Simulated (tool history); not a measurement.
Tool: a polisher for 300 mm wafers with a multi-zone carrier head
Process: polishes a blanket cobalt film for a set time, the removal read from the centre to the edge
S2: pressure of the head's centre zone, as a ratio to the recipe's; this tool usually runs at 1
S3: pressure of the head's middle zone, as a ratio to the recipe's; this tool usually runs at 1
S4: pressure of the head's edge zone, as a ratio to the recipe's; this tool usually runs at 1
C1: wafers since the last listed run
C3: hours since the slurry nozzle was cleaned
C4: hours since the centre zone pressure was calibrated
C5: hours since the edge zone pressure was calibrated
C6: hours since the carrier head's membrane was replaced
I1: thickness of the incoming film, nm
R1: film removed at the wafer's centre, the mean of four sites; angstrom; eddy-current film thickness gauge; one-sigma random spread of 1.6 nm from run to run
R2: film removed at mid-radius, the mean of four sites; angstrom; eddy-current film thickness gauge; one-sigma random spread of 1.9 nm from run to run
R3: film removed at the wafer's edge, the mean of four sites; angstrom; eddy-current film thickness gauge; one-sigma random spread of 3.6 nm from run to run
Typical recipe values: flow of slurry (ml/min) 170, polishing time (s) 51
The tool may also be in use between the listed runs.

run 1 hour=0 | flow_of_slurry_(ml/min)=170 S2=1 S3=1 S4=1.1 polishing_time_(s)=51 | C1=0 wafers_polished_on_this_pad=1605 C3=302.5 C4=208.4 C5=580.3 C6=228.3 | I1=728 | R1=2544 R2=2481 R3=2690
run 2 hour=28.5 | flow_of_slurry_(ml/min)=170 S2=1.07 S3=1 S4=1 polishing_time_(s)=40 | C1=285 wafers_polished_on_this_pad=1891 C3=331 C4=236.9 C5=608.8 C6=256.8 | I1=744.3 | R1=2145 R2=1948 R3=2034
run 3 hour=76 | flow_of_slurry_(ml/min)=170 S2=1 S3=1 S4=1 polishing_time_(s)=51 | C1=475 wafers_polished_on_this_pad=2366 C3=378.5 C4=284.4 C5=656.3 C6=304.3 | I1=753.1 | R1=2530 R2=2461 R3=2585
-- hour=82.9 edge zone pressure recalibrated
run 4 hour=137.5 | flow_of_slurry_(ml/min)=200 S2=1 S3=0.96 S4=1.09 polishing_time_(s)=38 | C1=595 wafers_polished_on_this_pad=2961 C3=440 C4=345.9 C5=54.6 C6=365.8 | I1=733.1 | R1=1957 R2=1861 R3=2091
run 5 hour=174.8 | flow_of_slurry_(ml/min)=170 S2=1 S3=1 S4=1 polishing_time_(s)=51 | C1=373 wafers_polished_on_this_pad=3334 C3=477.3 C4=383.2 C5=91.9 C6=403.1 | I1=734.1 | R1=2559 R2=2477 R3=2530
run 6 hour=202.8 | flow_of_slurry_(ml/min)=170 S2=1 S3=1 S4=1 polishing_time_(s)=51 | C1=280 wafers_polished_on_this_pad=3614 C3=505.3 C4=411.2 C5=119.9 C6=431.1 | I1=743.3 | R1=2527 R2=2510 R3=2613
-- hour=267.2 slurry nozzle cleaned
run 7 hour=271.2 | flow_of_slurry_(ml/min)=170 S2=1 S3=1 S4=1 polishing_time_(s)=51 | C1=674 wafers_polished_on_this_pad=4289 C3=4 C4=479.6 C5=188.3 C6=499.5 | I1=738.7 | R1=2550 R2=2496 R3=2545
-- hour=279.8 centre zone pressure recalibrated
run 8 hour=318.7 | flow_of_slurry_(ml/min)=145 S2=1 S3=0.89 S4=0.94 polishing_time_(s)=51 | C1=455 wafers_polished_on_this_pad=4744 C3=51.5 C4=38.9 C5=235.8 C6=547 | I1=732.6 | R1=2446 R2=2216 R3=2458
run 9 hour=348 | flow_of_slurry_(ml/min)=195 S2=1 S3=1 S4=0.92 polishing_time_(s)=51 | C1=293 wafers_polished_on_this_pad=5037 C3=80.8 C4=68.2 C5=265.1 C6=576.3 | I1=735.9 | R1=2602 R2=2540 R3=2526
-- hour=364.8 worn pad replaced by a new one
run 10 hour=396.9 | flow_of_slurry_(ml/min)=170 S2=1 S3=1 S4=1 polishing_time_(s)=39 | C1=449 wafers_polished_on_this_pad=321 C3=129.7 C4=117.1 C5=314 C6=625.2 | I1=726.8 | R1=1911 R2=1922 R3=1959
run 11 hour=421.3 | flow_of_slurry_(ml/min)=170 S2=1 S3=1 S4=1.02 polishing_time_(s)=51 | C1=244 wafers_polished_on_this_pad=565 C3=154.1 C4=141.5 C5=338.4 C6=649.6 | I1=730.7 | R1=2558 R2=2486 R3=2568
run 12 hour=492 | flow_of_slurry_(ml/min)=205 S2=1 S3=1.04 S4=0.91 polishing_time_(s)=51 | C1=707 wafers_polished_on_this_pad=1272 C3=224.8 C4=212.2 C5=409.1 C6=720.3 | I1=731.6 | R1=2603 R2=2625 R3=2538
run 13 hour=554.8 | flow_of_slurry_(ml/min)=195 S2=1.03 S3=1.1 S4=1 polishing_time_(s)=57 | C1=628 wafers_polished_on_this_pad=1901 C3=287.6 C4=275 C5=471.9 C6=783.1 | I1=740.5 | R1=3007 R2=3030 R3=2952
run 14 hour=606.8 | flow_of_slurry_(ml/min)=170 S2=1 S3=1 S4=1.09 polishing_time_(s)=51 | C1=520 wafers_polished_on_this_pad=2421 C3=339.6 C4=327 C5=523.9 C6=835.1 | I1=733.6 | R1=2564 R2=2486 R3=2698
-- hour=615.1 edge zone pressure recalibrated
run 15 hour=671 | flow_of_slurry_(ml/min)=145 S2=1.07 S3=1 S4=1.04 polishing_time_(s)=60 | C1=622 wafers_polished_on_this_pad=3043 C3=403.8 C4=391.2 C5=55.9 C6=899.3 | I1=749.5 | R1=3052 R2=2837 R3=3006
run 16 hour=718.6 | flow_of_slurry_(ml/min)=170 S2=1 S3=1.03 S4=1 polishing_time_(s)=51 | C1=476 wafers_polished_on_this_pad=3519 C3=451.4 C4=438.8 C5=103.5 C6=946.9 | I1=739.3 | R1=2526 R2=2515 R3=2612
-- hour=730.1 slurry nozzle cleaned
run 17 hour=753.8 | flow_of_slurry_(ml/min)=170 S2=1 S3=1 S4=1 polishing_time_(s)=51 | C1=342 wafers_polished_on_this_pad=3861 C3=23.7 C4=474 C5=138.7 C6=982.1 | I1=739.6 | R1=2527 R2=2520 R3=2561
run 18 hour=806.9 | flow_of_slurry_(ml/min)=215 S2=1 S3=0.93 S4=1 polishing_time_(s)=57 | C1=531 wafers_polished_on_this_pad=4393 C3=76.8 C4=527.1 C5=191.8 C6=1035.2 | I1=740.7 | R1=2986 R2=2718 R3=3027
-- hour=850.4 centre zone pressure recalibrated
-- hour=855.9 carrier head's membrane replaced by a new one
-- hour=857.1 worn pad replaced by a new one
run 19 hour=876.4 | flow_of_slurry_(ml/min)=170 S2=1 S3=1 S4=1 polishing_time_(s)=51 | C1=613 wafers_polished_on_this_pad=193 C3=146.3 C4=26 C5=261.3 C6=20.5 | I1=735.1 | R1=2517 R2=2498 R3=2570
run 20 hour=945.3 | flow_of_slurry_(ml/min)=155 S2=1 S3=1.04 S4=0.96 polishing_time_(s)=51 | C1=689 wafers_polished_on_this_pad=882 C3=215.2 C4=94.9 C5=330.2 C6=89.4 | I1=741.3 | R1=2480 R2=2534 R3=2449
run 21 hour=1010.2 | flow_of_slurry_(ml/min)=170 S2=1 S3=1 S4=1 polishing_time_(s)=51 | C1=649 wafers_polished_on_this_pad=1531 C3=280.1 C4=159.8 C5=395.1 C6=154.3 | I1=739.1 | R1=2501 R2=2472 R3=2548
run 22 hour=1073.8 | flow_of_slurry_(ml/min)=225 S2=1 S3=1 S4=1 polishing_time_(s)=45 | C1=636 wafers_polished_on_this_pad=2167 C3=343.7 C4=223.4 C5=458.7 C6=217.9 | I1=743 | R1=2342 R2=2316 R3=2369
run 23 hour=1108.1 | flow_of_slurry_(ml/min)=200 S2=1 S3=0.89 S4=1 polishing_time_(s)=51 | C1=343 wafers_polished_on_this_pad=2510 C3=378 C4=257.7 C5=493 C6=252.2 | I1=743.1 | R1=2598 R2=2348 R3=2609

Hidden state at the last listed run before each entry between runs and at the first one after, where it differs:
Run 3 -> run 4: edge zone pressure recalibrated (hour 82.9)
  no hidden state differs between the two runs
Run 6 -> run 7: slurry nozzle cleaned (hour 267.2)
  no hidden state differs between the two runs
Run 7 -> run 8: centre zone pressure recalibrated (hour 279.8)
  no hidden state differs between the two runs
Run 9 -> run 10: worn pad replaced by a new one (hour 364.8)
  no hidden state differs between the two runs
Run 14 -> run 15: edge zone pressure recalibrated (hour 615.1)
  no hidden state differs between the two runs
Run 16 -> run 17: slurry nozzle cleaned (hour 730.1)
  no hidden state differs between the two runs
Run 18 -> run 19: centre zone pressure recalibrated (hour 850.4); carrier head's membrane replaced by a new one (hour 855.9); worn pad replaced by a new one (hour 857.1)
  no hidden state differs between the two runs

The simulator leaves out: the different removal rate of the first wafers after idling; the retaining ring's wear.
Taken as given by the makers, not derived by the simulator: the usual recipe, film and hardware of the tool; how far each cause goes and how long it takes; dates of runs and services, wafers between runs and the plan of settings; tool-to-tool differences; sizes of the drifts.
